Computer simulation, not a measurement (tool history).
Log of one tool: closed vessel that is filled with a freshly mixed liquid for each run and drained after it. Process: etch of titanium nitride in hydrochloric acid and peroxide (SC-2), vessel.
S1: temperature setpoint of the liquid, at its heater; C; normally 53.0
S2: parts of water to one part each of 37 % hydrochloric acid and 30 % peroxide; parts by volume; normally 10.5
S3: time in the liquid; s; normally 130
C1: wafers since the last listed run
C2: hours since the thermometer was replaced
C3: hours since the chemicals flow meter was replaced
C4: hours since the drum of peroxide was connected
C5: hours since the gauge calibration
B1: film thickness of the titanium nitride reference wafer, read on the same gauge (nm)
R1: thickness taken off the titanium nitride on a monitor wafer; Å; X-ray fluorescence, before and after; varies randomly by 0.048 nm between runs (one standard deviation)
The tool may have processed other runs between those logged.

{"run": 1, "hour": 0.0, "S1": 53.0, "S2": 11.5, "S3": 130, "C1": 0, "C2": 1015.8, "C3": 449.7, "C4": 115.0, "C5": 315.7, "B1": 139.99, "R1": 56.4}
{"run": 2, "hour": 28.7, "S1": 53.0, "S2": 10.5, "S3": 105, "C1": 3873, "C2": 1044.5, "C3": 478.4, "C4": 143.7, "C5": 344.4, "B1": 140.0, "R1": 48.9}
{"run": 3, "hour": 47.6, "S1": 53.0, "S2": 10.5, "S3": 130, "C1": 2550, "C2": 1063.4, "C3": 497.3, "C4": 162.6, "C5": 363.3, "B1": 140.0, "R1": 60.5}
{"run": 4, "hour": 60.6, "S1": 53.0, "S2": 10.5, "S3": 130, "C1": 1754, "C2": 1076.4, "C3": 510.3, "C4": 175.6, "C5": 376.3, "B1": 139.99, "R1": 60.2}
{"run": 5, "hour": 90.4, "S1": 53.0, "S2": 10.5, "S3": 130, "C1": 4022, "C2": 1106.2, "C3": 540.1, "C4": 205.4, "C5": 406.1, "B1": 139.98, "R1": 61.5}
{"run": 6, "hour": 110.8, "S1": 53.0, "S2": 10.5, "S3": 130, "C1": 2753, "C2": 1126.6, "C3": 560.5, "C4": 225.8, "C5": 426.5, "B1": 139.98, "R1": 60.9}
{"run": 7, "hour": 127.6, "S1": 53.0, "S2": 10.5, "S3": 130, "C1": 2267, "C2": 1143.4, "C3": 577.3, "C4": 242.6, "C5": 443.3, "B1": 140.01, "R1": 60.6}
{"run": 8, "hour": 157.3, "S1": 53.0, "S2": 10.5, "S3": 130, "C1": 4008, "C2": 1173.1, "C3": 607.0, "C4": 272.3, "C5": 473.0, "B1": 139.97, "R1": 61.4}
{"run": 9, "hour": 174.5, "S1": 53.0, "S2": 10.5, "S3": 130, "C1": 2321, "C2": 1190.3, "C3": 624.2, "C4": 289.5, "C5": 490.2, "B1": 140.03, "R1": 61.2}
{"run": 10, "hour": 189.6, "S1": 53.0, "S2": 10.5, "S3": 170, "C1": 2038, "C2": 1205.4, "C3": 639.3, "C4": 304.6, "C5": 505.3, "B1": 140.02, "R1": 80.5}
{"run": 11, "hour": 218.4, "S1": 53.0, "S2": 10.5, "S3": 170, "C1": 3887, "C2": 1234.2, "C3": 668.1, "C4": 333.4, "C5": 534.1, "B1": 140.0, "R1": 81.5}
{"hour": 235.8, "done": "chemicals flow meter replaced"}
{"run": 12, "hour": 250.3, "S1": 53.0, "S2": 10.5, "S3": 170, "C1": 4170, "C2": 1266.1, "C3": 14.5, "C4": 365.3, "C5": 566.0, "B1": 140.01, "R1": 74.0}
{"hour": 251.9, "done": "new drum of peroxide connected"}
{"hour": 306.8, "done": "thermometer replaced"}
{"run": 13, "hour": 338.6, "S1": 53.0, "S2": 10.5, "S3": 130, "C1": 11648, "C2": 31.8, "C3": 102.8, "C4": 86.7, "C5": 654.3, "B1": 140.02, "R1": 56.9}
{"run": 14, "hour": 358.4, "S1": 53.0, "S2": 10.5, "S3": 130, "C1": 2672, "C2": 51.6, "C3": 122.6, "C4": 106.5, "C5": 674.1, "B1": 139.99, "R1": 56.9}
{"run": 15, "hour": 378.4, "S1": 53.0, "S2": 10.5, "S3": 130, "C1": 2699, "C2": 71.6, "C3": 142.6, "C4": 126.5, "C5": 694.1, "B1": 139.99, "R1": 57.6}
{"run": 16, "hour": 399.4, "S1": 45.0, "S2": 15.5, "S3": 55, "C1": 2834, "C2": 92.6, "C3": 163.6, "C4": 147.5, "C5": 715.1, "B1": 140.03, "R1": 10.2}
{"run": 17, "hour": 411.5, "S1": 47.5, "S2": 10.5, "S3": 60, "C1": 1633, "C2": 104.7, "C3": 175.7, "C4": 159.6, "C5": 727.2, "B1": 140.01, "R1": 18.5}
{"run": 18, "hour": 437.0, "S1": 53.0, "S2": 8.0, "S3": 130, "C1": 3441, "C2": 130.2, "C3": 201.2, "C4": 185.1, "C5": 752.7, "B1": 140.01, "R1": 72.0}
{"hour": 448.4, "done": "gauge calibrated"}
{"run": 19, "hour": 453.5, "S1": 55.5, "S2": 5.5, "S3": 105, "C1": 2227, "C2": 146.7, "C3": 217.7, "C4": 201.6, "C5": 5.1, "B1": 140.01, "R1": 90.6}
{"run": 20, "hour": 484.5, "S1": 57.5, "S2": 10.5, "S3": 190, "C1": 4184, "C2": 177.7, "C3": 248.7, "C4": 232.6, "C5": 36.1, "B1": 140.02, "R1": 114.2}
{"run": 21, "hour": 517.6, "S1": 53.0, "S2": 14.5, "S3": 130, "C1": 4467, "C2": 210.8, "C3": 281.8, "C4": 265.7, "C5": 69.2, "B1": 140.01, "R1": 44.0}
{"run": 22, "hour": 541.9, "S1": 48.5, "S2": 8.5, "S3": 185, "C1": 3279, "C2": 235.1, "C3": 306.1, "C4": 290.0, "C5": 93.5, "B1": 139.98, "R1": 73.5}
{"run": 23, "hour": 557.8, "S1": 53.0, "S2": 10.5, "S3": 130, "C1": 2146, "C2": 251.0, "C3": 322.0, "C4": 305.9, "C5": 109.4, "B1": 139.99, "R1": 59.4}
{"run": 24, "hour": 591.5, "S1": 53.0, "S2": 10.5, "S3": 170, "C1": 4548, "C2": 284.7, "C3": 355.7, "C4": 339.6, "C5": 143.1, "B1": 139.98, "R1": 78.4}
{"run": 25, "hour": 606.0, "S1": 53.0, "S2": 10.5, "S3": 130, "C1": 1957, "C2": 299.2, "C3": 370.2, "C4": 354.1, "C5": 157.6, "B1": 140.01, "R1": 59.8}
{"run": 26, "hour": 630.0, "S1": 53.0, "S2": 10.5, "S3": 75, "C1": 3239, "C2": 323.2, "C3": 394.2, "C4": 378.1, "C5": 181.6, "B1": 140.0, "R1": 34.3}
{"run": 27, "hour": 652.1, "S1": 53.0, "S2": 10.5, "S3": 200, "C1": 2982, "C2": 345.3, "C3": 416.3, "C4": 400.2, "C5": 203.7, "B1": 139.98, "R1": 92.3}
{"hour": 684.3, "done": "new drum of peroxide connected"}
{"run": 28, "hour": 687.2, "S1": 53.0, "S2": 10.5, "S3": 70, "C1": 4602, "C2": 380.4, "C3": 451.4, "C4": 2.9, "C5": 238.8, "B1": 139.99, "R1": 32.7}

Some steps in R1 between neighbouring runs. How much of each would the tool show without its hidden state too (settings, what came in, random variation), and how much is left for the hidden state, with any gauge scatter that isn't in both results?
Hidden state at play: liquid colder than its thermometer reads (K); chemicals flow above the setpoint (%); peroxide weaker than its label (%); gauge reads high (%).
Run 11 -> 12: chemicals flow meter replaced. R1 -7.5 Å: hidden state -7.8, all else +0.3.
Run 20 -> 21: S1 57.5 -> 53.0, S2 10.5 -> 14.5, S3 190 -> 130. R1 -70.2 Å: hidden state -2.8, all else -67.4.
Run 26 -> 27: S3 75 -> 200. R1 +58.0 Å: hidden state +4.0, all else +54.0.
Run 27 -> 28: S3 200 -> 70, new drum of peroxide connected. R1 -59.6 Å: hidden state -3.9, all else -55.7.
